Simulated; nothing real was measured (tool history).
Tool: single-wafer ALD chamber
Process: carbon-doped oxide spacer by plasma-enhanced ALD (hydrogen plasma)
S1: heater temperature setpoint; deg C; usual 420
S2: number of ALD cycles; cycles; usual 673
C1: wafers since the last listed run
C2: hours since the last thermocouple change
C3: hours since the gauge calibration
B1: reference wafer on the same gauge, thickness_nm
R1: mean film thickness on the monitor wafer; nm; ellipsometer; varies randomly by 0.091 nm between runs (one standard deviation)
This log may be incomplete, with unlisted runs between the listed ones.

run,day,S1,S2,C1,C2,C3,B1,R1
1,0.000,427,673,0,1434.1,253.5,31.658,30.014
2,1.762,427,673,16,1476.4,295.8,31.697,30.227
3,3.296,427,673,13,1513.2,332.6,31.704,30.139
4,5.904,420,738,23,1575.8,395.2,31.724,33.662
5,8.471,420,738,23,1637.4,456.8,31.740,33.626
6,11.654,420,673,28,1713.8,533.2,31.789,30.930
7,14.208,420,673,23,1775.1,594.5,31.849,30.946
8,17.233,420,597,27,1847.7,667.1,31.899,27.442
# day 18.112: thermocouple changed; heater temperature recalibrated
9,19.317,420,597,15,28.9,717.1,31.937,27.334
10,20.942,420,597,14,67.9,756.1,31.939,27.371
11,23.188,432,710,20,121.8,810.0,32.003,31.646
12,25.667,407,673,22,181.3,869.5,32.058,32.327
13,28.146,410,766,22,240.8,929.0,32.096,36.445
14,31.221,424,742,27,314.6,1002.8,32.237,34.161
# day 32.579: gauge calibrated
15,33.592,412,673,21,371.5,24.3,31.379,31.252
16,36.638,420,673,27,444.6,97.4,31.390,30.509
17,38.192,414,736,14,481.9,134.7,31.384,33.900
18,42.229,420,673,36,578.8,231.6,31.426,30.317
19,44.075,420,673,16,623.1,275.9,31.452,30.608
20,47.912,420,673,34,715.2,368.0,31.456,30.388
21,51.212,429,801,30,794.4,447.2,31.521,35.451

Take each entry between the runs: how does the hidden state at the last listed run before it differ from the hidden state at the first listed run after it?
In the gap between runs 8 and 9: thermocouple changed; heater temperature recalibrated (day 18.112)
  gauge reads high (%): 1.23 -> 1.35
  what was measured, less what the result would be without the hidden state, R1: +0.332 -> +0.365 nm
In the gap between runs 14 and 15: gauge calibrated (day 32.579)
  gauge reads high (%): 2.26 -> -0.345
  what was measured, less what the result would be without the hidden state, R1: +0.756 -> -0.108 nm

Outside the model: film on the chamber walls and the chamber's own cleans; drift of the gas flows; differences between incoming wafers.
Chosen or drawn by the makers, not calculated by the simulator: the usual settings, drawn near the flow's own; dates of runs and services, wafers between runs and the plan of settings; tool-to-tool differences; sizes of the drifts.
